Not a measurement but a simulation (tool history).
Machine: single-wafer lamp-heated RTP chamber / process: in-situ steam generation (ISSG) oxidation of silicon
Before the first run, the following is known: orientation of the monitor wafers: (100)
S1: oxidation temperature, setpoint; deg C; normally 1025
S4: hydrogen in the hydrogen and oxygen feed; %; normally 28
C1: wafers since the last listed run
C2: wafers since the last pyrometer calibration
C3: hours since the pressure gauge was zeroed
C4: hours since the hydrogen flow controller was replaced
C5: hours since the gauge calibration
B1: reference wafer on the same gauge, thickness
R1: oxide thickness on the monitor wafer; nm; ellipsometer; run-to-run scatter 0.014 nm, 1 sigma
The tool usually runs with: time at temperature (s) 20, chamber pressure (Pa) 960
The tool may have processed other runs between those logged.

run 1 hour=0.0 | S1=1010 time_at_temperature_(s)=18 chamber_pressure_(Pa)=960 S4=28 | C1=0 C2=3192 C3=3141.2 C4=5954.7 C5=91.7 | B1=6.001 | R1=5.573
run 2 hour=35.2 | S1=1025 time_at_temperature_(s)=20 chamber_pressure_(Pa)=960 S4=32 | C1=281 C2=3474 C3=3176.4 C4=5989.9 C5=126.9 | B1=6.000 | R1=6.495
run 3 hour=68.3 | S1=1025 time_at_temperature_(s)=20 chamber_pressure_(Pa)=960 S4=28 | C1=264 C2=3738 C3=3209.5 C4=6023.0 C5=160.0 | B1=5.999 | R1=6.284
run 4 hour=96.9 | S1=1025 time_at_temperature_(s)=20 chamber_pressure_(Pa)=1080 S4=28 | C1=228 C2=3967 C3=3238.1 C4=6051.6 C5=188.6 | B1=5.998 | R1=6.270
run 5 hour=125.8 | S1=1014 time_at_temperature_(s)=20 chamber_pressure_(Pa)=960 S4=28 | C1=231 C2=4198 C3=3267.0 C4=6080.5 C5=217.5 | B1=5.998 | R1=5.959
run 6 hour=185.1 | S1=1025 time_at_temperature_(s)=20 chamber_pressure_(Pa)=960 S4=28 | C1=474 C2=4673 C3=3326.3 C4=6139.8 C5=276.8 | B1=6.002 | R1=6.272
run 7 hour=220.9 | S1=1025 time_at_temperature_(s)=20 chamber_pressure_(Pa)=960 S4=28 | C1=286 C2=4959 C3=3362.1 C4=6175.6 C5=312.6 | B1=5.997 | R1=6.287
run 8 hour=237.4 | S1=1025 time_at_temperature_(s)=20 chamber_pressure_(Pa)=960 S4=28 | C1=131 C2=5091 C3=3378.6 C4=6192.1 C5=329.1 | B1=6.000 | R1=6.321
-- hour=239.2 gauge calibrated
run 9 hour=251.8 | S1=1025 time_at_temperature_(s)=22 chamber_pressure_(Pa)=960 S4=28 | C1=115 C2=5206 C3=3393.0 C4=6206.5 C5=12.6 | B1=5.996 | R1=6.599
run 10 hour=287.5 | S1=1025 time_at_temperature_(s)=22 chamber_pressure_(Pa)=960 S4=28 | C1=285 C2=5492 C3=3428.7 C4=6242.2 C5=48.3 | B1=6.000 | R1=6.647
run 11 hour=305.0 | S1=1025 time_at_temperature_(s)=22 chamber_pressure_(Pa)=960 S4=28 | C1=139 C2=5632 C3=3446.2 C4=6259.7 C5=65.8 | B1=6.004 | R1=6.614
run 12 hour=329.6 | S1=1025 time_at_temperature_(s)=20 chamber_pressure_(Pa)=960 S4=28 | C1=196 C2=5829 C3=3470.8 C4=6284.3 C5=90.4 | B1=5.998 | R1=6.328
run 13 hour=359.5 | S1=1025 time_at_temperature_(s)=20 chamber_pressure_(Pa)=960 S4=28 | C1=239 C2=6068 C3=3500.7 C4=6314.2 C5=120.3 | B1=5.998 | R1=6.353
-- hour=377.5 hydrogen flow controller replaced
run 14 hour=380.4 | S1=1032 time_at_temperature_(s)=14 chamber_pressure_(Pa)=920 S4=32 | C1=103 C2=6171 C3=3521.6 C4=2.9 C5=141.2 | B1=6.001 | R1=5.777
run 15 hour=401.4 | S1=1025 time_at_temperature_(s)=20 chamber_pressure_(Pa)=960 S4=28 | C1=167 C2=6339 C3=3542.6 C4=23.9 C5=162.2 | B1=6.001 | R1=6.377
run 16 hour=434.6 | S1=1025 time_at_temperature_(s)=13 chamber_pressure_(Pa)=960 S4=28 | C1=265 C2=6604 C3=3575.8 C4=57.1 C5=195.4 | B1=6.002 | R1=5.197
run 17 hour=460.2 | S1=1025 time_at_temperature_(s)=20 chamber_pressure_(Pa)=960 S4=28 | C1=204 C2=6809 C3=3601.4 C4=82.7 C5=221.0 | B1=5.996 | R1=6.384
-- hour=481.6 pyrometer window cleaned and pyrometer calibrated
run 18 hour=482.3 | S1=1010 time_at_temperature_(s)=25 chamber_pressure_(Pa)=1093 S4=32 | C1=112 C2=5 C3=3623.5 C4=104.8 C5=243.1 | B1=6.003 | R1=6.648
run 19 hour=496.2 | S1=1025 time_at_temperature_(s)=20 chamber_pressure_(Pa)=1107 S4=18 | C1=111 C2=116 C3=3637.4 C4=118.7 C5=257.0 | B1=5.997 | R1=5.563
run 20 hour=513.0 | S1=1017 time_at_temperature_(s)=16 chamber_pressure_(Pa)=1133 S4=25 | C1=134 C2=250 C3=3654.2 C4=135.5 C5=273.8 | B1=6.002 | R1=5.202
-- hour=526.7 pressure gauge zeroed
run 21 hour=532.5 | S1=1045 time_at_temperature_(s)=26 chamber_pressure_(Pa)=920 S4=23 | C1=91 C2=342 C3=5.8 C4=155.0 C5=293.3 | B1=6.001 | R1=7.461
run 22 hour=555.9 | S1=1025 time_at_temperature_(s)=20 chamber_pressure_(Pa)=960 S4=28 | C1=187 C2=530 C3=29.2 C4=178.4 C5=316.7 | B1=5.996 | R1=6.188
-- hour=572.0 gauge calibrated
run 23 hour=584.1 | S1=1025 time_at_temperature_(s)=20 chamber_pressure_(Pa)=1133 S4=21 | C1=225 C2=755 C3=57.4 C4=206.6 C5=12.1 | B1=6.005 | R1=5.766
run 24 hour=605.7 | S1=1025 time_at_temperature_(s)=23 chamber_pressure_(Pa)=960 S4=31 | C1=172 C2=928 C3=79.0 C4=228.2 C5=33.7 | B1=6.002 | R1=6.856
run 25 hour=621.2 | S1=1025 time_at_temperature_(s)=20 chamber_pressure_(Pa)=960 S4=28 | C1=123 C2=1052 C3=94.5 C4=243.7 C5=49.2 | B1=5.999 | R1=6.200
run 26 hour=633.5 | S1=1032 time_at_temperature_(s)=20 chamber_pressure_(Pa)=1147 S4=32 | C1=98 C2=1150 C3=106.8 C4=256.0 C5=61.5 | B1=6.001 | R1=6.585
run 27 hour=708.0 | S1=1025 time_at_temperature_(s)=20 chamber_pressure_(Pa)=960 S4=28 | C1=595 C2=1746 C3=181.3 C4=330.5 C5=136.0 | B1=6.002 | R1=6.231

Consider 5 possible next runs. They are alternatives, not a sequence: every one starts from the tool as it was left by run 27. What does each give?
run A hour=708.4 | S1=1025 time_at_temperature_(s)=20 chamber_pressure_(Pa)=960 S4=28 | C1=3 C2=1749 C3=181.7 C4=330.9 C5=136.4 | B1=? | R1=?
run B hour=708.4 | S1=1032 time_at_temperature_(s)=26 chamber_pressure_(Pa)=960 S4=28 | C1=3 C2=1749 C3=181.7 C4=330.9 C5=136.4 | B1=? | R1=?
run C hour=708.4 | S1=1018 time_at_temperature_(s)=15 chamber_pressure_(Pa)=1013 S4=28 | C1=3 C2=1749 C3=181.7 C4=330.9 C5=136.4 | B1=? | R1=?
run D hour=708.4 | S1=1025 time_at_temperature_(s)=20 chamber_pressure_(Pa)=1053 S4=28 | C1=3 C2=1749 C3=181.7 C4=330.9 C5=136.4 | B1=? | R1=?
run E hour=708.4 | S1=1025 time_at_temperature_(s)=20 chamber_pressure_(Pa)=920 S4=28 | C1=3 C2=1749 C3=181.7 C4=330.9 C5=136.4 | B1=? | R1=?

run=A B1=6.001 R1=6.236
run=B B1=6.001 R1=7.360
run=C B1=6.001 R1=5.280
run=D B1=6.001 R1=6.231
run=E B1=6.001 R1=6.227
Without the tool's unlogged condition, the same runs would have read:
run=A R1=6.207
run=B R1=7.322
run=C R1=5.258
run=D R1=6.202
run=E R1=6.198
